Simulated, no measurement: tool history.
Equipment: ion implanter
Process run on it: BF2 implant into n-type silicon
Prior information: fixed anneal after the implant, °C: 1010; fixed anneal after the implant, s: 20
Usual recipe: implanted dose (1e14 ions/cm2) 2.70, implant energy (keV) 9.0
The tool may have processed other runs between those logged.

run,day,implanted dose (1e14 ions/cm2),implant energy (keV),"read-back reference wafer on the same gauge, sheet resistance",sheet resistance of the implanted and annealed layer (ohm/square)
1,0.000,2.70,9.0,502.59,525.97
2,0.950,3.22,9.0,502.44,463.50
3,1.871,2.70,11.0,502.24,509.30
4,3.096,2.28,8.5,502.93,606.13
5,4.092,2.70,9.0,503.18,528.79
6,4.608,2.70,9.0,503.24,526.30
7,5.688,2.70,9.0,503.18,531.68
8,7.058,2.87,9.0,503.26,511.00
9,10.908,2.87,9.0,502.51,507.80
10,11.829,2.87,9.0,502.42,510.37
# day 12.508: extraction supply calibrated
11,12.833,2.70,9.0,503.49,533.80
12,13.562,2.70,9.0,503.05,535.60
13,14.546,2.70,9.0,502.52,532.79
14,15.138,2.70,9.0,502.59,538.74
15,15.971,2.70,9.0,502.16,537.57
16,17.412,2.70,9.0,503.70,532.61
17,18.154,2.70,9.0,502.84,536.86
18,19.188,2.70,9.0,501.92,537.31
# day 20.850: Faraday cup replaced and dose calibrated
19,20.871,2.94,6.5,503.25,530.82
20,21.517,2.70,9.0,503.40,518.79
21,22.188,2.13,9.0,502.58,631.64
22,23.004,2.87,9.0,502.79,502.83
23,24.012,2.24,11.0,502.68,584.75
24,25.408,2.14,8.0,503.88,641.36
# day 26.842: gauge calibrated
25,29.204,2.29,6.5,502.54,636.79
26,30.192,2.70,10.5,503.04,507.07
27,30.871,3.50,8.0,503.21,450.39
28,32.129,2.70,9.0,503.33,531.13
29,33.600,2.96,10.5,503.01,473.10
30,34.396,2.40,9.0,502.59,575.06
31,34.996,2.70,12.0,503.48,496.69
32,35.692,2.70,9.0,501.92,526.83
33,36.792,2.70,7.0,503.34,555.47
34,37.996,2.70,11.5,503.36,506.34

Run 35, settings as shown, results not yet in. Your forecast:
35,39.233,1.96,11.5,?,?

{"run 35": {"read-back reference wafer on the same gauge, sheet resistance": 502.95, "sheet resistance of the implanted and annealed layer (ohm/square)": 657.15}}
Had the tool carried no hidden state, the very same run would have given sheet resistance of the implanted and annealed layer (ohm/square) 641.62.
